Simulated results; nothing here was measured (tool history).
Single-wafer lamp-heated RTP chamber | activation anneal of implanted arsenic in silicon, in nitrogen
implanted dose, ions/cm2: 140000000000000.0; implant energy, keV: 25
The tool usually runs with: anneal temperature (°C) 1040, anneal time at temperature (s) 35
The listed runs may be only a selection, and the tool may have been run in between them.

run,hour,anneal temperature (°C),anneal time at temperature (s),wafers since the last listed run,wafers since the last pyrometer calibration,wafers since the reflector plate was cleaned,hours since the gauge calibration,"read-back reference wafer on the same gauge, sheet resistance",sheet resistance of the implanted and annealed layer (ohm/square)
1,0.0,1040,35,0,743,2661,368.4,588.68,564.80
2,57.7,1064,35,904,1647,3565,426.1,589.13,557.90
3,123.0,1040,35,1023,2670,4588,491.4,588.67,563.01
4,185.9,1047,35,985,3656,5574,554.3,588.73,562.27
5,244.2,1047,35,913,4569,6487,612.6,588.89,561.36
# hour 285.4: pyrometer window cleaned and pyrometer calibrated
6,299.2,1040,35,736,216,7224,667.6,588.95,564.77
# hour 329.5: reflector plate cleaned
7,351.2,1040,35,689,905,340,719.6,588.86,566.85
8,378.4,1040,35,426,1331,766,746.8,588.78,564.32
9,416.1,1040,50,590,1922,1357,784.5,588.92,561.04
10,449.9,1040,50,529,2452,1887,818.3,588.92,560.10
11,506.5,1040,50,886,3339,2773,874.9,588.83,559.75
12,576.3,1040,35,1093,4432,3867,944.7,589.06,565.19
13,643.4,1040,35,1051,5484,4919,1011.8,588.95,562.75
# hour 661.2: pyrometer window cleaned and pyrometer calibrated
14,706.8,1016,35,868,714,5787,1075.2,588.83,571.13
# hour 722.2: gauge calibrated
15,773.2,1016,35,1040,1755,6827,51.0,588.98,568.76
16,804.0,1040,24,482,2237,7310,81.8,588.66,568.10
# hour 846.8: reflector plate cleaned
17,875.7,1040,24,998,3235,452,153.5,588.74,567.59
18,913.2,1014,21,587,3823,1039,191.0,589.29,572.40
# hour 955.9: pyrometer window cleaned and pyrometer calibrated
19,968.0,1016,35,733,189,1773,245.8,589.37,570.34
20,1016.1,1040,29,753,943,2526,293.9,589.05,568.55
21,1053.5,1019,41,586,1529,3112,331.3,588.94,568.24
22,1098.9,1058,56,711,2240,3824,376.7,588.98,552.67
23,1131.1,1040,35,504,2745,4328,408.9,588.88,564.05
24,1157.6,1056,35,415,3160,4744,435.4,588.79,559.89
25,1210.6,1022,44,830,3991,5574,488.4,589.27,566.03
26,1248.6,1023,29,595,4586,6169,526.4,588.98,568.66
# hour 1280.6: pyrometer window cleaned and pyrometer calibrated
27,1290.8,1040,35,535,159,6705,568.6,589.10,563.80
28,1351.7,1010,20,954,1113,7660,629.5,588.95,572.92
# hour 1366.6: reflector plate cleaned
29,1468.3,1015,54,1701,2815,1593,746.1,588.90,566.40
30,1515.6,1052,55,741,3556,2334,793.4,588.93,553.86
31,1570.3,1040,35,857,4413,3191,848.1,588.90,561.70
# hour 1606.9: pyrometer window cleaned and pyrometer calibrated
32,1607.4,1050,26,455,7,3647,885.2,588.79,567.53
33,1664.2,1040,35,890,898,4537,942.0,589.18,565.89
34,1712.0,1012,35,748,1646,5286,989.8,588.95,571.22

What would each run have given without the hidden state, its run-to-run variation left as it was?
What the log doesn't record here: true wafer temperature minus pyrometer reading, K; wafer temperature error from the tarnished reflector plate, K; gauge reads high (%).
run,sheet resistance of the implanted and annealed layer (ohm/square)
1,565.30
2,559.24
3,564.50
4,564.50
5,564.15
6,565.11
7,567.60
8,565.28
9,562.62
10,562.04
11,562.29
12,567.84
13,566.01
14,571.42
15,569.41
16,569.05
17,569.02
18,573.41
19,570.41
20,568.98
21,568.86
22,554.62
23,565.45
24,561.92
25,567.87
26,570.32
27,564.35
28,573.36
29,568.23
30,557.66
31,564.61
32,567.96
33,566.79
34,572.05
